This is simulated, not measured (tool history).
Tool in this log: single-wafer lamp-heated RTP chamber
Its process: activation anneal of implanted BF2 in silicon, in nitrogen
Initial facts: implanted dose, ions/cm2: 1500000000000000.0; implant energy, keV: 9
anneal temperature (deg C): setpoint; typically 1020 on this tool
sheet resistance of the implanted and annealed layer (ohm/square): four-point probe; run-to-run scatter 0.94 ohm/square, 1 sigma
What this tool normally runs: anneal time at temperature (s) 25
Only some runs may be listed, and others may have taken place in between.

run,hour,anneal temperature (deg C),anneal time at temperature (s),"read-back reference wafer on the same gauge, sheet resistance",sheet resistance of the implanted and annealed layer (ohm/square)
1,0,1020,25,153.05,179.16
# hour 12.2: pyrometer window cleaned and pyrometer calibrated
2,13.3,1020,25,152.84,180.1
3,28,1020,25,152.83,180.48
4,40.7,1020,25,153.13,181.71
5,48,1020,25,153.23,181.29
6,59.9,1020,25,153.01,181.15
7,73.7,1020,25,153.1,181.88
8,80.9,1020,25,153.25,180.64
# hour 97.5: pyrometer window cleaned and pyrometer calibrated
9,98,1020,25,153.01,182.19
10,103.9,1020,25,153.04,182.09
11,113.5,1020,25,153.24,180.87
12,129.5,1020,25,153.36,182.85
13,147.1,1020,25,152.99,180.79
# hour 175: reflector plate cleaned
14,186.9,1020,25,153,181.42
# hour 198.5: pyrometer window cleaned and pyrometer calibrated
15,202.8,1020,25,153.09,182.02
16,212.4,1031,25,152.7,165.35
# hour 218.5: gauge calibrated
17,220.1,1020,25,152.63,180.87
18,232.8,1020,25,153.38,180.15
19,248.9,1040,33,152.96,146.59
20,261.5,1002,25,153.19,220.1
21,276.2,1020,38,152.92,161.32
22,293.7,1046,32,152.97,142.86
# hour 303.3: pyrometer window cleaned and pyrometer calibrated
23,305.8,1020,25,153.24,181.64

Run 24 has not been measured yet. What should we expect?
24,355.3,1001,20,?,?

For run 24 the tool returned read-back reference wafer on the same gauge, sheet resistance 153.07, sheet resistance of the implanted and annealed layer (ohm/square) 239.43.
The same run, on a tool lacking any hidden state, would have yielded sheet resistance of the implanted and annealed layer (ohm/square) 239.43.

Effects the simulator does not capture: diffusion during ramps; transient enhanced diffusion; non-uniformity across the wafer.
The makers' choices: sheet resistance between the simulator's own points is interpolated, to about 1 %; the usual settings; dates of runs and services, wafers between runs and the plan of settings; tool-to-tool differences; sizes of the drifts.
